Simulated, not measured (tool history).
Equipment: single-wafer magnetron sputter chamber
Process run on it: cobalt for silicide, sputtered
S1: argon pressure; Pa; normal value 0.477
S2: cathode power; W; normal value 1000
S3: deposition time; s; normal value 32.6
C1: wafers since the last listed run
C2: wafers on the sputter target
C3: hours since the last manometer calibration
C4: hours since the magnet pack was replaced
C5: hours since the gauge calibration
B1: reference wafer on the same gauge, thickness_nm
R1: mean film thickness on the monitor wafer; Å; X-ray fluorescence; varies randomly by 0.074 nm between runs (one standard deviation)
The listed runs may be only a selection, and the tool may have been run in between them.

{"run": 1, "hour": 0.0, "S1": 0.477, "S2": 1150, "S3": 32.6, "C1": 0, "C2": 398, "C3": 806.5, "C4": 8159, "C5": 592.3, "B1": 15.711, "R1": 198.43}
{"hour": 22.7, "done": "gauge calibrated"}
{"run": 2, "hour": 62.3, "S1": 0.477, "S2": 1150, "S3": 32.6, "C1": 1611, "C2": 2010, "C3": 868.8, "C4": 8221.3, "C5": 39.6, "B1": 15.729, "R1": 199.04}
{"run": 3, "hour": 100.2, "S1": 0.477, "S2": 1000, "S3": 32.6, "C1": 980, "C2": 2990, "C3": 906.7, "C4": 8259.2, "C5": 77.5, "B1": 15.707, "R1": 172.56}
{"run": 4, "hour": 140.2, "S1": 0.477, "S2": 1000, "S3": 32.6, "C1": 1034, "C2": 4025, "C3": 946.7, "C4": 8299.2, "C5": 117.5, "B1": 15.701, "R1": 172.67}
{"hour": 176.1, "done": "sputter target and shields replaced"}
{"run": 5, "hour": 207.6, "S1": 0.477, "S2": 1000, "S3": 32.6, "C1": 1536, "C2": 815, "C3": 1014.1, "C4": 8366.6, "C5": 184.9, "B1": 15.696, "R1": 172.41}
{"run": 6, "hour": 263.5, "S1": 0.477, "S2": 1000, "S3": 32.6, "C1": 1446, "C2": 2262, "C3": 1070, "C4": 8422.5, "C5": 240.8, "B1": 15.694, "R1": 174.06}
{"run": 7, "hour": 312.6, "S1": 0.477, "S2": 1000, "S3": 32.6, "C1": 1270, "C2": 3532, "C3": 1119.1, "C4": 8471.6, "C5": 289.9, "B1": 15.713, "R1": 171.7}
{"hour": 357.8, "done": "sputter target and shields replaced"}
{"run": 8, "hour": 473.8, "S1": 0.408, "S2": 1150, "S3": 32.6, "C1": 3963, "C2": 3000, "C3": 1280.3, "C4": 8632.8, "C5": 451.1, "B1": 15.697, "R1": 205.47}
{"hour": 497.1, "done": "capacitance manometer re-zeroed and calibrated"}
{"run": 9, "hour": 505.6, "S1": 0.315, "S2": 1150, "S3": 35.7, "C1": 615, "C2": 3615, "C3": 8.5, "C4": 8664.6, "C5": 482.9, "B1": 15.695, "R1": 233.99}
{"hour": 531.9, "done": "magnet pack replaced"}
{"run": 10, "hour": 532.4, "S1": 0.477, "S2": 1150, "S3": 32.6, "C1": 486, "C2": 4102, "C3": 35.3, "C4": 0.5, "C5": 509.7, "B1": 15.707, "R1": 198.01}
{"hour": 543.8, "done": "sputter target and shields replaced"}
{"hour": 547.7, "done": "gauge calibrated"}
{"run": 11, "hour": 597.0, "S1": 0.477, "S2": 1200, "S3": 30, "C1": 1464, "C2": 1376, "C3": 99.9, "C4": 65.1, "C5": 49.3, "B1": 15.71, "R1": 190.59}
{"run": 12, "hour": 644.4, "S1": 0.417, "S2": 1000, "S3": 30.1, "C1": 1226, "C2": 2603, "C3": 147.3, "C4": 112.5, "C5": 96.7, "B1": 15.713, "R1": 165.16}
{"run": 13, "hour": 713.1, "S1": 0.477, "S2": 1000, "S3": 37.7, "C1": 1777, "C2": 4380, "C3": 216, "C4": 181.2, "C5": 165.4, "B1": 15.708, "R1": 200.39}
{"hour": 768.8, "done": "sputter target and shields replaced"}
{"run": 14, "hour": 823.6, "S1": 0.477, "S2": 1000, "S3": 32.6, "C1": 2652, "C2": 1417, "C3": 326.5, "C4": 291.7, "C5": 275.9, "B1": 15.687, "R1": 171.86}

Hidden state at the last listed run before each entry between runs and at the first one after, where it differs:
In the gap between runs 1 and 2: gauge calibrated (hour 22.7)
  the hidden state is the same at both runs
In the gap between runs 4 and 5: sputter target and shields replaced (hour 176.1)
  the hidden state is the same at both runs
In the gap between runs 7 and 8: sputter target and shields replaced (hour 357.8)
  the hidden state is the same at both runs
In the gap between runs 8 and 9: capacitance manometer re-zeroed and calibrated (hour 497.1)
  the hidden state is the same at both runs
In the gap between runs 9 and 10: magnet pack replaced (hour 531.9)
  the hidden state is the same at both runs
In the gap between runs 10 and 11: sputter target and shields replaced (hour 543.8); gauge calibrated (hour 547.7)
  the hidden state is the same at both runs
In the gap between runs 13 and 14: sputter target and shields replaced (hour 768.8)
  the hidden state is the same at both runs
